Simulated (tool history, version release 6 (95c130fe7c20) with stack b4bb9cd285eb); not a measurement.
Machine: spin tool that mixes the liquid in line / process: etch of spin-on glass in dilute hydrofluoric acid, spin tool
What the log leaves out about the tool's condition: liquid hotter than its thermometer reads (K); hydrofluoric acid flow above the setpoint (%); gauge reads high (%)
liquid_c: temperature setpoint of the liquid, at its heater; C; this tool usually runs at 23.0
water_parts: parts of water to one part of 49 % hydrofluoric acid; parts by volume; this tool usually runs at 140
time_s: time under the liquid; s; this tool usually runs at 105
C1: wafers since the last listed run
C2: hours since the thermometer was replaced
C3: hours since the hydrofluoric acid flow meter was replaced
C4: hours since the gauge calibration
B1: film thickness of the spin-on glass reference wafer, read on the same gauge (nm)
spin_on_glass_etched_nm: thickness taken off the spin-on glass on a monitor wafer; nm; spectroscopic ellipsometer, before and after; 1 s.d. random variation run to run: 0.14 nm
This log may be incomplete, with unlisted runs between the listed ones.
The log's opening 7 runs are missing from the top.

run 8 hour=545.3 | liquid_c=19.5 water_parts=140 time_s=105 | C1=810 C2=264.5 C3=297.7 C4=1577.6 | B1=49.98 | spin_on_glass_etched_nm=18.82
run 9 hour=620.7 | liquid_c=23.0 water_parts=140 time_s=90 | C1=583 C2=339.9 C3=373.1 C4=1653.0 | B1=50.00 | spin_on_glass_etched_nm=18.78
run 10 hour=843.7 | liquid_c=23.0 water_parts=140 time_s=90 | C1=1725 C2=562.9 C3=596.1 C4=1876.0 | B1=50.00 | spin_on_glass_etched_nm=18.82
run 11 hour=929.8 | liquid_c=23.0 water_parts=140 time_s=105 | C1=666 C2=649.0 C3=682.2 C4=1962.1 | B1=49.99 | spin_on_glass_etched_nm=22.12
-- hour=939.2 gauge calibrated
run 12 hour=1239.1 | liquid_c=24.5 water_parts=140 time_s=105 | C1=2392 C2=958.3 C3=991.5 C4=299.9 | B1=50.01 | spin_on_glass_etched_nm=23.70
-- hour=1242.2 hydrofluoric acid flow meter replaced
run 13 hour=1311.7 | liquid_c=24.5 water_parts=140 time_s=105 | C1=553 C2=1030.9 C3=69.5 C4=372.5 | B1=50.01 | spin_on_glass_etched_nm=23.93
run 14 hour=1394.0 | liquid_c=23.0 water_parts=140 time_s=105 | C1=636 C2=1113.2 C3=151.8 C4=454.8 | B1=50.01 | spin_on_glass_etched_nm=22.19
run 15 hour=1471.4 | liquid_c=23.0 water_parts=140 time_s=105 | C1=598 C2=1190.6 C3=229.2 C4=532.2 | B1=49.99 | spin_on_glass_etched_nm=22.48
run 16 hour=1565.5 | liquid_c=27.0 water_parts=205 time_s=65 | C1=727 C2=1284.7 C3=323.3 C4=626.3 | B1=49.98 | spin_on_glass_etched_nm=10.21
run 17 hour=1634.6 | liquid_c=20.5 water_parts=140 time_s=70 | C1=534 C2=1353.8 C3=392.4 C4=695.4 | B1=50.01 | spin_on_glass_etched_nm=13.76
run 18 hour=1733.3 | liquid_c=23.0 water_parts=140 time_s=105 | C1=763 C2=1452.5 C3=491.1 C4=794.1 | B1=50.01 | spin_on_glass_etched_nm=22.85
run 19 hour=1805.3 | liquid_c=23.0 water_parts=75 time_s=145 | C1=557 C2=1524.5 C3=563.1 C4=866.1 | B1=50.00 | spin_on_glass_etched_nm=64.18

Run 20 comes next. What will it give?
run 20 hour=1898.8 | liquid_c=26.0 water_parts=190 time_s=85 | C1=723 C2=1618.0 C3=656.6 C4=959.6 | B1=? | spin_on_glass_etched_nm=?

{"run 20": {"B1": 49.98, "spin_on_glass_etched_nm": 14.33}}
Without the tool's hidden state the same run would have given spin_on_glass_etched_nm 13.31 nm.

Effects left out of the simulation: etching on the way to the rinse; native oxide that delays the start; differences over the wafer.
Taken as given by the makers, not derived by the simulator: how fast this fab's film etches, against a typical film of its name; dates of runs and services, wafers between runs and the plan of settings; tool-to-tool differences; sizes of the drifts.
